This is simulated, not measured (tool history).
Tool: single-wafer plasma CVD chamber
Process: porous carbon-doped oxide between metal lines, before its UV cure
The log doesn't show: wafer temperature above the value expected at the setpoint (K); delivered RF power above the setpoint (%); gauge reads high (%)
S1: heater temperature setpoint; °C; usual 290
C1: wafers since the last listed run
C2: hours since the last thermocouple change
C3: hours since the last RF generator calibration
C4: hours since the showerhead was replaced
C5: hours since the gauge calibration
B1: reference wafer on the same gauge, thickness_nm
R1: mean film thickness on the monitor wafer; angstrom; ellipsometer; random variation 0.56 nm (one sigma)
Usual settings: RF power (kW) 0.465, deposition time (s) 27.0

run 1 hour=0.0 | S1=290 RF_power_(kW)=0.435 deposition_time_(s)=27.0 | C1=0 C2=711.4 C3=1715.3 C4=6567.9 C5=813.6 | B1=137.155 | R1=1382.81
run 2 hour=39.0 | S1=290 RF_power_(kW)=0.525 deposition_time_(s)=27.0 | C1=1154 C2=750.4 C3=1754.3 C4=6606.9 C5=852.6 | B1=137.072 | R1=1600.65
run 3 hour=122.0 | S1=290 RF_power_(kW)=0.525 deposition_time_(s)=27.0 | C1=2457 C2=833.4 C3=1837.3 C4=6689.9 C5=935.6 | B1=137.035 | R1=1597.12
run 4 hour=215.6 | S1=290 RF_power_(kW)=0.465 deposition_time_(s)=27.0 | C1=2771 C2=927.0 C3=1930.9 C4=6783.5 C5=1029.2 | B1=137.251 | R1=1450.68
run 5 hour=266.1 | S1=290 RF_power_(kW)=0.465 deposition_time_(s)=27.0 | C1=1495 C2=977.5 C3=1981.4 C4=6834.0 C5=1079.7 | B1=137.181 | R1=1461.66
run 6 hour=344.9 | S1=290 RF_power_(kW)=0.405 deposition_time_(s)=28.3 | C1=2333 C2=1056.3 C3=2060.2 C4=6912.8 C5=1158.5 | B1=136.839 | R1=1351.46
run 7 hour=443.1 | S1=290 RF_power_(kW)=0.405 deposition_time_(s)=28.3 | C1=2908 C2=1154.5 C3=2158.4 C4=7011.0 C5=1256.7 | B1=137.089 | R1=1354.09
-- hour=457.4 RF generator calibrated
-- hour=505.1 thermocouple changed; heater temperature recalibrated
run 8 hour=509.5 | S1=290 RF_power_(kW)=0.515 deposition_time_(s)=27.0 | C1=1492 C2=4.4 C3=52.1 C4=7077.4 C5=1323.1 | B1=136.783 | R1=1575.87
run 9 hour=545.9 | S1=290 RF_power_(kW)=0.515 deposition_time_(s)=27.0 | C1=1077 C2=40.8 C3=88.5 C4=7113.8 C5=1359.5 | B1=137.134 | R1=1568.04
run 10 hour=739.2 | S1=290 RF_power_(kW)=0.515 deposition_time_(s)=27.0 | C1=5724 C2=234.1 C3=281.8 C4=7307.1 C5=1552.8 | B1=136.937 | R1=1571.32
run 11 hour=813.6 | S1=281 RF_power_(kW)=0.495 deposition_time_(s)=27.0 | C1=2203 C2=308.5 C3=356.2 C4=7381.5 C5=1627.2 | B1=136.737 | R1=1613.15
run 12 hour=865.8 | S1=290 RF_power_(kW)=0.465 deposition_time_(s)=27.0 | C1=1545 C2=360.7 C3=408.4 C4=7433.7 C5=1679.4 | B1=137.088 | R1=1449.11
run 13 hour=1083.6 | S1=277 RF_power_(kW)=0.465 deposition_time_(s)=28.6 | C1=6449 C2=578.5 C3=626.2 C4=7651.5 C5=1897.2 | B1=137.085 | R1=1677.93
run 14 hour=1179.1 | S1=295 RF_power_(kW)=0.535 deposition_time_(s)=23.0 | C1=2828 C2=674.0 C3=721.7 C4=7747.0 C5=1992.7 | B1=136.900 | R1=1348.79
run 15 hour=1226.4 | S1=290 RF_power_(kW)=0.465 deposition_time_(s)=27.0 | C1=1400 C2=721.3 C3=769.0 C4=7794.3 C5=2040.0 | B1=136.738 | R1=1456.72
run 16 hour=1300.7 | S1=290 RF_power_(kW)=0.490 deposition_time_(s)=31.7 | C1=2200 C2=795.6 C3=843.3 C4=7868.6 C5=2114.3 | B1=137.051 | R1=1785.84
run 17 hour=1356.0 | S1=290 RF_power_(kW)=0.465 deposition_time_(s)=27.0 | C1=1637 C2=850.9 C3=898.6 C4=7923.9 C5=2169.6 | B1=137.030 | R1=1451.34
run 18 hour=1414.8 | S1=294 RF_power_(kW)=0.395 deposition_time_(s)=30.2 | C1=1741 C2=909.7 C3=957.4 C4=7982.7 C5=2228.4 | B1=136.869 | R1=1385.26
run 19 hour=1511.2 | S1=304 RF_power_(kW)=0.465 deposition_time_(s)=25.2 | C1=2854 C2=1006.1 C3=1053.8 C4=8079.1 C5=2324.8 | B1=137.201 | R1=1254.78
-- hour=1555.8 gauge calibrated
run 20 hour=1599.9 | S1=290 RF_power_(kW)=0.465 deposition_time_(s)=27.0 | C1=2626 C2=1094.8 C3=1142.5 C4=8167.8 C5=44.1 | B1=136.975 | R1=1464.55
run 21 hour=1650.6 | S1=290 RF_power_(kW)=0.550 deposition_time_(s)=27.0 | C1=1501 C2=1145.5 C3=1193.2 C4=8218.5 C5=94.8 | B1=137.207 | R1=1648.66
run 22 hour=1736.3 | S1=290 RF_power_(kW)=0.415 deposition_time_(s)=30.8 | C1=2537 C2=1231.2 C3=1278.9 C4=8304.2 C5=180.5 | B1=136.880 | R1=1498.82
run 23 hour=1813.5 | S1=290 RF_power_(kW)=0.525 deposition_time_(s)=23.3 | C1=2286 C2=1308.4 C3=1356.1 C4=8381.4 C5=257.7 | B1=136.891 | R1=1381.74
run 24 hour=1906.7 | S1=290 RF_power_(kW)=0.465 deposition_time_(s)=27.0 | C1=2760 C2=1401.6 C3=1449.3 C4=8474.6 C5=350.9 | B1=137.161 | R1=1457.57
-- hour=1985.3 thermocouple changed; heater temperature recalibrated
run 25 hour=1988.4 | S1=285 RF_power_(kW)=0.530 deposition_time_(s)=29.6 | C1=2182 C2=3.1 C3=1531.0 C4=8556.3 C5=432.6 | B1=136.729 | R1=1811.46
-- hour=2046.1 showerhead replaced
run 26 hour=2082.6 | S1=304 RF_power_(kW)=0.550 deposition_time_(s)=25.0 | C1=2552 C2=97.3 C3=1625.2 C4=36.5 C5=526.8 | B1=136.975 | R1=1416.44
run 27 hour=2126.5 | S1=296 RF_power_(kW)=0.555 deposition_time_(s)=30.8 | C1=1300 C2=141.2 C3=1669.1 C4=80.4 C5=570.7 | B1=136.807 | R1=1814.78
run 28 hour=2194.5 | S1=290 RF_power_(kW)=0.465 deposition_time_(s)=28.5 | C1=2013 C2=209.2 C3=1737.1 C4=148.4 C5=638.7 | B1=137.120 | R1=1536.38
run 29 hour=2243.3 | S1=280 RF_power_(kW)=0.410 deposition_time_(s)=27.0 | C1=1445 C2=258.0 C3=1785.9 C4=197.2 C5=687.5 | B1=136.973 | R1=1392.89
-- hour=2399.8 RF generator calibrated
run 30 hour=2478.6 | S1=290 RF_power_(kW)=0.465 deposition_time_(s)=27.0 | C1=6731 C2=493.3 C3=78.8 C4=432.5 C5=922.8 | B1=136.983 | R1=1456.45
run 31 hour=2530.1 | S1=286 RF_power_(kW)=0.525 deposition_time_(s)=25.5 | C1=1525 C2=544.8 C3=130.3 C4=484.0 C5=974.3 | B1=137.035 | R1=1544.27
run 32 hour=2717.8 | S1=290 RF_power_(kW)=0.465 deposition_time_(s)=27.0 | C1=5558 C2=732.5 C3=318.0 C4=671.7 C5=1162.0 | B1=137.118 | R1=1452.68
run 33 hour=2906.6 | S1=290 RF_power_(kW)=0.440 deposition_time_(s)=24.2 | C1=5591 C2=921.3 C3=506.8 C4=860.5 C5=1350.8 | B1=136.961 | R1=1264.06

5 ways to go on from here, each from the tool as it stands after run 33. What would each give?
run A hour=2907.0 | S1=290 RF_power_(kW)=0.465 deposition_time_(s)=27.0 | C1=11 C2=921.7 C3=507.2 C4=860.9 C5=1351.2 | B1=? | R1=?
run B hour=2907.0 | S1=290 RF_power_(kW)=0.395 deposition_time_(s)=31.2 | C1=11 C2=921.7 C3=507.2 C4=860.9 C5=1351.2 | B1=? | R1=?
run C hour=2907.0 | S1=290 RF_power_(kW)=0.465 deposition_time_(s)=29.5 | C1=11 C2=921.7 C3=507.2 C4=860.9 C5=1351.2 | B1=? | R1=?
run D hour=2907.0 | S1=290 RF_power_(kW)=0.465 deposition_time_(s)=30.5 | C1=11 C2=921.7 C3=507.2 C4=860.9 C5=1351.2 | B1=? | R1=?
run E hour=2907.0 | S1=301 RF_power_(kW)=0.465 deposition_time_(s)=30.1 | C1=11 C2=921.7 C3=507.2 C4=860.9 C5=1351.2 | B1=? | R1=?

run=A B1=136.856 R1=1457.10
run=B B1=136.856 R1=1458.00
run=C B1=136.856 R1=1587.65
run=D B1=136.856 R1=1639.83
run=E B1=136.856 R1=1518.05
Without the tool's hidden state the same runs would have given:
run=A R1=1457.10
run=B R1=1458.00
run=C R1=1587.65
run=D R1=1639.83
run=E R1=1518.05
